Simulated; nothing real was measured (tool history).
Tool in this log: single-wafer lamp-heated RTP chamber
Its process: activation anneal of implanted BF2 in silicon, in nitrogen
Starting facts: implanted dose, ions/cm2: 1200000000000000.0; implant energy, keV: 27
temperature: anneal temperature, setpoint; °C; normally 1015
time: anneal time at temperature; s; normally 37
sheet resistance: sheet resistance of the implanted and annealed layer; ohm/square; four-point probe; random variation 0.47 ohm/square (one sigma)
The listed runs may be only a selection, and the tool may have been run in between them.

run   hour  temperature  time  wafers since the last listed run  wafers since the last pyrometer calibration  wafers since the reflector plate was cleaned  hours since the gauge calibration  read-back reference wafer on the same gauge, sheet resistance  sheet resistance
  1    0.0         1015    37                                 0                                         3059                                          6174                              180.6                                                         135.01            125.72
  2   17.9         1015    44                               391                                         3451                                          6566                              198.5                                                         134.84            123.43
      28.1  -- pyrometer window cleaned and pyrometer calibrated
  3   33.2         1015    37                               159                                          112                                          6726                              213.8                                                         135.03            124.83
  4   42.4         1015    37                               201                                          314                                          6928                              223.0                                                         134.99            124.48
  5   50.5         1015    37                               177                                          491                                          7105                              231.1                                                         134.99            124.48
  6   64.8         1015    37                               313                                          804                                          7418                              245.4                                                         135.02            124.90
  7   79.9         1015    37                               330                                         1135                                          7749                              260.5                                                         135.02            124.06
  8   88.2         1015    37                               181                                         1317                                          7931                              268.8                                                         134.99            124.56
     111.1  -- reflector plate cleaned
  9  111.6         1015    28                               337                                         1654                                             9                              292.2                                                         135.00            134.00
 10  119.4         1031    50                               170                                         1825                                           180                              300.0                                                         135.04            115.46
 11  136.8         1031    50                               381                                         2206                                           561                              317.4                                                         134.89            115.32
 12  148.3         1015    37                               251                                         2457                                           813                              328.9                                                         135.06            129.06
     167.0  -- pyrometer window cleaned and pyrometer calibrated
 13  167.5         1015    37                               245                                           11                                          1058                              348.1                                                         134.97            128.04

What will run 14 give?
     175.8  -- gauge calibrated
 14  181.1         1039    43                               297                                          309                                          1356                                5.3                                                              ?                 ?

{"run 14": {"read-back reference wafer on the same gauge, sheet resistance": 135.01, "sheet resistance": 112.79}}
Were there no unlogged condition in the tool, this run, its random variation unchanged, would have produced sheet resistance 113.84 ohm/square.
